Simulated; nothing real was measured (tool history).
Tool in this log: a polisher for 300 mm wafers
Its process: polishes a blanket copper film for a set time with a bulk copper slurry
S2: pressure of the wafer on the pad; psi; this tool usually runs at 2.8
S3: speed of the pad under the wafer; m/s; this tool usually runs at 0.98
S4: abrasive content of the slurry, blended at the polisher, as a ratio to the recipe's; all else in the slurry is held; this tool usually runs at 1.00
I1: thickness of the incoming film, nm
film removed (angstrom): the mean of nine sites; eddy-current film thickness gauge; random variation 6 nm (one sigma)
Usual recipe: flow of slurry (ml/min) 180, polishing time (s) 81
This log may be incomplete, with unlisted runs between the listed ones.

{"run": 1, "hour": 0.0, "flow of slurry (ml/min)": 180, "S2": 2.8, "S3": 0.98, "S4": 1.0, "polishing time (s)": 81, "I1": 2884.5, "film removed (angstrom)": 7618}
{"hour": 37.5, "done": "slurry blender recalibrated"}
{"hour": 92.8, "done": "slurry nozzle cleaned"}
{"hour": 165.4, "done": "head pressure recalibrated"}
{"hour": 182.6, "done": "worn pad replaced by a new one"}
{"run": 2, "hour": 210.8, "flow of slurry (ml/min)": 180, "S2": 2.8, "S3": 0.98, "S4": 1.0, "polishing time (s)": 81, "I1": 2831.5, "film removed (angstrom)": 7706}
{"run": 3, "hour": 278.9, "flow of slurry (ml/min)": 180, "S2": 2.8, "S3": 0.98, "S4": 1.0, "polishing time (s)": 81, "I1": 2907.3, "film removed (angstrom)": 7775}
{"run": 4, "hour": 334.0, "flow of slurry (ml/min)": 215, "S2": 2.8, "S3": 0.98, "S4": 1.0, "polishing time (s)": 81, "I1": 2841.0, "film removed (angstrom)": 7929}
{"run": 5, "hour": 389.8, "flow of slurry (ml/min)": 180, "S2": 2.8, "S3": 0.98, "S4": 1.0, "polishing time (s)": 81, "I1": 2858.7, "film removed (angstrom)": 7833}
{"run": 6, "hour": 413.8, "flow of slurry (ml/min)": 180, "S2": 2.8, "S3": 0.98, "S4": 1.0, "polishing time (s)": 81, "I1": 2898.4, "film removed (angstrom)": 7773}
{"hour": 474.7, "done": "slurry blender recalibrated"}
{"hour": 593.7, "done": "slurry nozzle cleaned"}
{"run": 7, "hour": 618.1, "flow of slurry (ml/min)": 180, "S2": 2.8, "S3": 0.98, "S4": 1.0, "polishing time (s)": 81, "I1": 2900.8, "film removed (angstrom)": 7706}
{"run": 8, "hour": 668.9, "flow of slurry (ml/min)": 180, "S2": 2.8, "S3": 0.98, "S4": 1.0, "polishing time (s)": 81, "I1": 2881.5, "film removed (angstrom)": 7812}
{"hour": 708.7, "done": "worn pad replaced by a new one"}
{"run": 9, "hour": 709.2, "flow of slurry (ml/min)": 180, "S2": 2.8, "S3": 0.98, "S4": 1.0, "polishing time (s)": 81, "I1": 2819.4, "film removed (angstrom)": 7816}
{"run": 10, "hour": 888.1, "flow of slurry (ml/min)": 180, "S2": 2.8, "S3": 0.98, "S4": 1.0, "polishing time (s)": 81, "I1": 2929.2, "film removed (angstrom)": 7721}
{"hour": 934.5, "done": "slurry blender recalibrated"}
{"run": 11, "hour": 957.4, "flow of slurry (ml/min)": 180, "S2": 2.8, "S3": 0.98, "S4": 1.0, "polishing time (s)": 81, "I1": 2861.7, "film removed (angstrom)": 8012}
{"run": 12, "hour": 983.1, "flow of slurry (ml/min)": 180, "S2": 3.7, "S3": 0.74, "S4": 1.0, "polishing time (s)": 89, "I1": 2875.9, "film removed (angstrom)": 8182}
{"run": 13, "hour": 1007.9, "flow of slurry (ml/min)": 140, "S2": 2.8, "S3": 0.98, "S4": 0.75, "polishing time (s)": 81, "I1": 2874.0, "film removed (angstrom)": 7067}
{"run": 14, "hour": 1077.0, "flow of slurry (ml/min)": 210, "S2": 2.8, "S3": 0.98, "S4": 1.0, "polishing time (s)": 81, "I1": 2886.9, "film removed (angstrom)": 8035}
{"run": 15, "hour": 1119.6, "flow of slurry (ml/min)": 180, "S2": 2.8, "S3": 0.66, "S4": 1.0, "polishing time (s)": 81, "I1": 2840.2, "film removed (angstrom)": 5321}
{"hour": 1134.6, "done": "worn pad replaced by a new one"}
{"hour": 1140.6, "done": "slurry nozzle cleaned"}
{"run": 16, "hour": 1148.8, "flow of slurry (ml/min)": 215, "S2": 2.5, "S3": 0.98, "S4": 1.0, "polishing time (s)": 81, "I1": 2868.8, "film removed (angstrom)": 7409}
{"hour": 1165.4, "done": "head pressure recalibrated"}
{"run": 17, "hour": 1203.5, "flow of slurry (ml/min)": 180, "S2": 2.8, "S3": 0.98, "S4": 1.15, "polishing time (s)": 99, "I1": 2913.3, "film removed (angstrom)": 9865}
{"run": 18, "hour": 1235.0, "flow of slurry (ml/min)": 180, "S2": 2.8, "S3": 0.76, "S4": 1.0, "polishing time (s)": 81, "I1": 2860.1, "film removed (angstrom)": 6037}
{"run": 19, "hour": 1284.7, "flow of slurry (ml/min)": 180, "S2": 2.8, "S3": 0.98, "S4": 1.2, "polishing time (s)": 81, "I1": 2854.4, "film removed (angstrom)": 8151}
{"hour": 1381.3, "done": "slurry blender recalibrated"}
{"run": 20, "hour": 1467.8, "flow of slurry (ml/min)": 180, "S2": 2.8, "S3": 0.98, "S4": 1.0, "polishing time (s)": 81, "I1": 2850.7, "film removed (angstrom)": 7918}
{"run": 21, "hour": 1530.8, "flow of slurry (ml/min)": 155, "S2": 2.8, "S3": 0.98, "S4": 1.1, "polishing time (s)": 81, "I1": 2853.1, "film removed (angstrom)": 7828}
{"run": 22, "hour": 1589.2, "flow of slurry (ml/min)": 180, "S2": 3.6, "S3": 1.18, "S4": 0.75, "polishing time (s)": 64, "I1": 2864.0, "film removed (angstrom)": 8222}
{"hour": 1615.0, "done": "worn pad replaced by a new one"}
{"run": 23, "hour": 1627.7, "flow of slurry (ml/min)": 180, "S2": 3.1, "S3": 1.14, "S4": 0.75, "polishing time (s)": 95, "I1": 2904.1, "film removed (angstrom)": 10576}
{"hour": 1659.4, "done": "slurry nozzle cleaned"}
{"run": 24, "hour": 1696.2, "flow of slurry (ml/min)": 180, "S2": 2.8, "S3": 1.2, "S4": 1.0, "polishing time (s)": 100, "I1": 2876.0, "film removed (angstrom)": 11702}
{"run": 25, "hour": 1756.2, "flow of slurry (ml/min)": 180, "S2": 2.8, "S3": 0.68, "S4": 1.0, "polishing time (s)": 81, "I1": 2895.8, "film removed (angstrom)": 5502}
{"run": 26, "hour": 1801.1, "flow of slurry (ml/min)": 180, "S2": 2.1, "S3": 0.68, "S4": 1.0, "polishing time (s)": 81, "I1": 2846.6, "film removed (angstrom)": 4470}
{"run": 27, "hour": 1826.4, "flow of slurry (ml/min)": 200, "S2": 2.8, "S3": 0.98, "S4": 1.0, "polishing time (s)": 56, "I1": 2874.1, "film removed (angstrom)": 5461}
{"hour": 1844.4, "done": "slurry blender recalibrated"}
{"run": 28, "hour": 1887.2, "flow of slurry (ml/min)": 180, "S2": 2.8, "S3": 1.22, "S4": 1.0, "polishing time (s)": 81, "I1": 2911.3, "film removed (angstrom)": 9854}
{"run": 29, "hour": 1928.9, "flow of slurry (ml/min)": 180, "S2": 2.2, "S3": 0.98, "S4": 1.0, "polishing time (s)": 68, "I1": 2869.4, "film removed (angstrom)": 5665}
{"run": 30, "hour": 1988.4, "flow of slurry (ml/min)": 180, "S2": 2.8, "S3": 1.22, "S4": 1.0, "polishing time (s)": 81, "I1": 2923.9, "film removed (angstrom)": 9715}
{"run": 31, "hour": 2013.3, "flow of slurry (ml/min)": 180, "S2": 3.1, "S3": 0.98, "S4": 1.1, "polishing time (s)": 81, "I1": 2867.0, "film removed (angstrom)": 8723}

Hidden state or all else? Some run-to-run changes of film removed (angstrom), split into what the settings, what came in and random variation would give without the hidden state, and what is left for the hidden state (with any gauge scatter that isn't in both results):
Unlogged tool condition in this case: removal rate lost through wear of the pad, %; slurry flow missing at the pad, %; deviation of the head's pressure from its setpoint, %; abrasive missing from the slurry, %.
Run 10 -> 11: slurry blender recalibrated. film removed (angstrom) +291: hidden state +258, all else +33.
Run 19 -> 20: S4 1.20 -> 1.00, slurry blender recalibrated. film removed (angstrom) -233: hidden state +140, all else -373.
Run 24 -> 25: S3 1.20 -> 0.68, polishing time (s) 100 -> 81. film removed (angstrom) -6200: hidden state +179, all else -6379.
Run 27 -> 28: flow of slurry (ml/min) 200 -> 180, S3 0.98 -> 1.22, polishing time (s) 56 -> 81, slurry blender recalibrated. film removed (angstrom) +4393: hidden state +111, all else +4282.
Run 28 -> 29: S2 2.8 -> 2.2, S3 1.22 -> 0.98, polishing time (s) 81 -> 68. film removed (angstrom) -4189: hidden state -2, all else -4187.

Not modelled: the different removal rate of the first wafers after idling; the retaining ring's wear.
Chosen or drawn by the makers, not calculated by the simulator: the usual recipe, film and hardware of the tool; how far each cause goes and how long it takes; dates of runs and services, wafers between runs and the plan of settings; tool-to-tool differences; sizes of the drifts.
